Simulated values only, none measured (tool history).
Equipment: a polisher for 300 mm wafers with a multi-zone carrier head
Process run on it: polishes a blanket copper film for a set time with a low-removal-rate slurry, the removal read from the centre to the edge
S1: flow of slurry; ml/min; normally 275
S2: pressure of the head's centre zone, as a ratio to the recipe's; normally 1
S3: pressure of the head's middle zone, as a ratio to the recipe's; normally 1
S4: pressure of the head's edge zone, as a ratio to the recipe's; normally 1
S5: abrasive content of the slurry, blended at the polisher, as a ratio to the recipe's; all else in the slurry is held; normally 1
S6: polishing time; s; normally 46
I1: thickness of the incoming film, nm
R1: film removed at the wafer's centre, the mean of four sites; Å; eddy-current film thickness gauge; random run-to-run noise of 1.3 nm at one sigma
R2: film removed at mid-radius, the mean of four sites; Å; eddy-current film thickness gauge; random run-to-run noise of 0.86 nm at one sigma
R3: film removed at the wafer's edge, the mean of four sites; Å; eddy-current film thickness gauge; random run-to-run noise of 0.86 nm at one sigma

Run 1, day 0: usual settings; I1 1188.4. Result: R1 1198 Å, R2 1144 Å, R3 1155 Å.
Run 2, day 0.621: usual settings; I1 1207.4. Result: R1 1207 Å, R2 1146 Å, R3 1144 Å.
At day 0.9: edge zone pressure recalibrated.
Run 3, day 0.946: usual settings but S1 330 ml/min, S4 0.96; I1 1178.5. Result: R1 1248 Å, R2 1161 Å, R3 1142 Å.
Run 4, day 1.608: usual settings but S1 330 ml/min, S4 0.96; I1 1199.8. Result: R1 1241 Å, R2 1163 Å, R3 1143 Å.
At day 3.096: worn pad replaced by a new one.
Run 5, day 3.567: usual settings but S1 330 ml/min, S4 0.96; I1 1199.6. Result: R1 1214 Å, R2 1138 Å, R3 1145 Å.
Run 6, day 4.154: usual settings but S2 0.93; I1 1209.1. Result: R1 1124 Å, R2 1135 Å, R3 1166 Å.
Run 7, day 4.5: usual settings but S3 0.91, S5 1.05; I1 1218. Result: R1 1221 Å, R2 1060 Å, R3 1179 Å.
At day 4.883: carrier head's membrane replaced by a new one.
Run 8, day 4.904: usual settings; I1 1175.7. Result: R1 1178 Å, R2 1133 Å, R3 1141 Å.
Run 9, day 5.5: usual settings but S6 34 s; I1 1191.3. Result: R1 884 Å, R2 836 Å, R3 855 Å.
At day 5.867: slurry nozzle cleaned.
Run 10, day 5.988: usual settings but S3 0.91, S5 1.05; I1 1191.7. Result: R1 1289 Å, R2 1093 Å, R3 1205 Å.
At day 6.35: centre zone pressure recalibrated.
Run 11, day 6.442: usual settings but S1 300 ml/min, S6 38 s; I1 1220. Result: R1 935 Å, R2 969 Å, R3 988 Å.
Run 12, day 6.708: usual settings but S4 0.9, S5 0.75, S6 34 s; I1 1216.3. Result: R1 775 Å, R2 808 Å, R3 759 Å.
Run 13, day 7.171: usual settings but S5 0.7; I1 1181.1. Result: R1 1019 Å, R2 1068 Å, R3 1065 Å.
Run 14, day 7.762: usual settings but S4 0.9, S5 1.3; I1 1212.6. Result: R1 1246 Å, R2 1254 Å, R3 1210 Å.
At day 8.146: worn pad replaced by a new one.
Run 15, day 8.238: usual settings but S2 0.89; I1 1203.2. Result: R1 1047 Å, R2 1164 Å, R3 1178 Å.
Run 16, day 8.625: usual settings but S4 1.1, S6 54 s; I1 1221. Result: R1 1353 Å, R2 1387 Å, R3 1424 Å.
Run 17, day 8.917: usual settings but S1 200 ml/min; I1 1211.6. Result: R1 1103 Å, R2 1128 Å, R3 1151 Å.
Run 18, day 9.246: usual settings but S6 57 s; I1 1202. Result: R1 1456 Å, R2 1439 Å, R3 1455 Å.
Run 19, day 10.029: usual settings but S2 0.89, S4 0.89, S5 1.15; I1 1200.3. Result: R1 1106 Å, R2 1189 Å, R3 1158 Å.
Run 20, day 10.367: usual settings but S4 0.95, S6 35 s; I1 1195.2. Result: R1 886 Å, R2 877 Å, R3 858 Å.
Run 21, day 10.846: usual settings but S2 0.91, S5 1.15; I1 1205.6. Result: R1 1125 Å, R2 1196 Å, R3 1219 Å.
Run 22, day 11.325: usual settings but S4 1.1, S6 54 s; I1 1204.6. Result: R1 1380 Å, R2 1331 Å, R3 1414 Å.

The tool's hidden state at each run:
removal rate lost through wear of the pad, %: 0 in every run
deviation of the edge zone's pressure from its setpoint, %: 0 in every run
H1: slurry flow missing at the pad, %
H2: deviation of the centre zone's pressure from its setpoint, %
run    H1      H2
  1  38.2    11.7
  2  39.3    11.8
  3  39.8    11.9
  4  40.8      12
  5  42.9    12.4
  6  43.3    12.5
  7  43.6    12.5
  8  43.9    12.5
  9  44.2    12.6
 10  5.44    12.7
 11  9.31  -0.273
 12  11.4   0.267
 13  14.8    1.15
 14  18.6    2.18
 15  21.3    2.94
 16  23.4    3.52
 17  24.8    3.93
 18  26.3    4.37
 19  29.4    5.32
 20  30.6     5.7
 21  32.2    6.19
 22  33.6    6.65
